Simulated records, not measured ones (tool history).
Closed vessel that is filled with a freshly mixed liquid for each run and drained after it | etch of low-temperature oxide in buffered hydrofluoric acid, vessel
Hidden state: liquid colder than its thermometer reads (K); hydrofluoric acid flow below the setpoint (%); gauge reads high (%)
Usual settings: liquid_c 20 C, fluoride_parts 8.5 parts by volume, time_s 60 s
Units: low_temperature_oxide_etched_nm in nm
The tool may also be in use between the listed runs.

run	hour	liquid_c	fluoride_parts	time_s	wafers since the last listed run	hours since the thermometer was replaced	hours since the hydrofluoric acid flow meter was replaced	hours since the gauge calibration	read-back film thickness of the low-temperature oxide reference wafer, read on the same gauge (nm)	low_temperature_oxide_etched_nm
1	0	20	10	85	0	605.2	122.8	379	49.99	413.52
2	53.5	20	10	85	6643	658.7	176.3	432.5	49.98	409.55
# hour 76.5: thermometer replaced
3	90.8	20	8.5	60	4507	14.3	213.6	469.8	50.01	326.64
4	136.7	20	8.5	60	5700	60.2	259.5	515.7	50.02	331.55
5	165.5	20	8.5	60	3576	89	288.3	544.5	50.06	328.11
6	233.4	17.5	8.5	60	8432	156.9	356.2	612.4	49.99	285.71
7	294.9	17.5	8.5	60	7637	218.4	417.7	673.9	50	286.82
8	333.3	20	8.5	60	4768	256.8	456.1	712.3	50.01	327.97
9	378.4	20	8.5	60	5600	301.9	501.2	757.4	49.98	330.84
10	428.4	20	8.5	60	6209	351.9	551.2	807.4	50.02	333.49
11	463	20	8.5	60	4296	386.5	585.8	842	50	327
# hour 520.3: gauge calibrated
12	531.3	20	8.5	60	8481	454.8	654.1	11	49.94	324.22
13	584.4	17.5	10.5	40	6594	507.9	707.2	64.1	49.99	160.12
14	610	20	8.5	60	3179	533.5	732.8	89.7	49.98	334.19
15	669	20	7.5	70	7326	592.5	791.8	148.7	50.01	448.66
# hour 682.4: thermometer replaced
# hour 725.5: hydrofluoric acid flow meter replaced
16	739.3	23.5	8.5	60	8481	56.9	13.8	219	49.96	397.39
17	788.1	24	8.5	60	6060	105.7	62.6	267.8	50.01	410.04
18	842.6	17	8.5	95	6768	160.2	117.1	322.3	49.99	436.69
19	881.4	20	10	60	4818	199	155.9	361.1	50.02	287.75
20	942.8	20	10	85	7625	260.4	217.3	422.5	49.95	411.34
21	1009.4	20	10	85	8270	327	283.9	489.1	50	414.33
22	1073.3	24.5	11	60	7935	390.9	347.8	553	50.01	340.39
23	1138.6	20	8.5	60	8109	456.2	413.1	618.3	49.95	326
24	1175.9	24	8.5	85	4632	493.5	450.4	655.6	50.02	575.91
25	1206.8	22.5	11	75	3837	524.4	481.3	686.5	49.98	382.07

5 ways to go on from here, each from the tool as it stands after run 25. What would each give?
A	1207.5	20	6	60	86	525.1	482	687.2	?	?
B	1207.5	22	7	90	86	525.1	482	687.2	?	?
C	1207.5	17.5	10	75	86	525.1	482	687.2	?	?
D	1207.5	17.5	11.5	60	86	525.1	482	687.2	?	?
E	1207.5	17	6	45	86	525.1	482	687.2	?	?

run	read-back film thickness of the low-temperature oxide reference wafer, read on the same gauge (nm)	low_temperature_oxide_etched_nm
A	50.01	457.75
B	50.01	671.26
C	50.01	309.84
D	50.01	216.29
E	50.01	289.83
Without the tool's hidden state the same runs would have given:
run	low_temperature_oxide_etched_nm
A	457.75
B	671.26
C	309.84
D	216.29
E	289.83
